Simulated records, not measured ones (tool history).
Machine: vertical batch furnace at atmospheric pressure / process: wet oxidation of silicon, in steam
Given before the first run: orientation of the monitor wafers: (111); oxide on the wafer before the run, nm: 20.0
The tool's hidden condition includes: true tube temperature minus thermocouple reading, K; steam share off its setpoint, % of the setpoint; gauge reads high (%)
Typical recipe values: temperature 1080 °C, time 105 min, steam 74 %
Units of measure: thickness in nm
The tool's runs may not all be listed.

run,hour,temperature,time,steam,wafers since the last listed run,hours since the last temperature calibration,hours since the steam generator was serviced,hours since the gauge calibration,"read-back reference wafer on the same gauge, thickness",thickness
1,0,1080,105,74,0,2264,1672.6,558.5,930.91,820.48
2,75.4,1080,105,68,771,2339.4,1748,633.9,931.87,781.8
3,142.6,1080,105,68,687,2406.6,1815.2,701.1,931.7,788.93
4,216.9,1080,105,74,760,2480.9,1889.5,775.4,931.07,817.3
5,282.4,1080,105,74,670,2546.4,1955,840.9,931.19,821.79
6,434.3,1080,105,74,1555,2698.3,2106.9,992.8,931.23,827.14
# hour 499.3: steam generator serviced
7,536.7,1061,91,74,802,2800.7,37.4,1095.2,931.22,706.17
8,589.9,1061,91,74,544,2853.9,90.6,1148.4,930.94,707.96
9,673.1,1061,91,74,851,2937.1,173.8,1231.6,929.7,705.85
10,715.2,1080,105,74,430,2979.2,215.9,1273.7,930.92,816.16
# hour 756.8: thermocouples replaced and temperature profile calibrated
# hour 783.6: gauge calibrated
11,793.1,1080,125,71,551,36.3,293.8,9.5,931.27,875.11
12,897.7,1073,132,74,1070,140.9,398.4,114.1,930.81,895.62
13,953.1,1080,144.5,71,567,196.3,453.8,169.5,931.33,952.96

For run 14, what comes out?
14,997.2,1080,105,74,451,240.4,497.9,213.6,?,?

read-back reference wafer on the same gauge, thickness: 930.8
thickness: 814.4 nm
Take away the tool's hidden state, keep the run-to-run variation as it was, and the same run would have given thickness 814.4 nm.

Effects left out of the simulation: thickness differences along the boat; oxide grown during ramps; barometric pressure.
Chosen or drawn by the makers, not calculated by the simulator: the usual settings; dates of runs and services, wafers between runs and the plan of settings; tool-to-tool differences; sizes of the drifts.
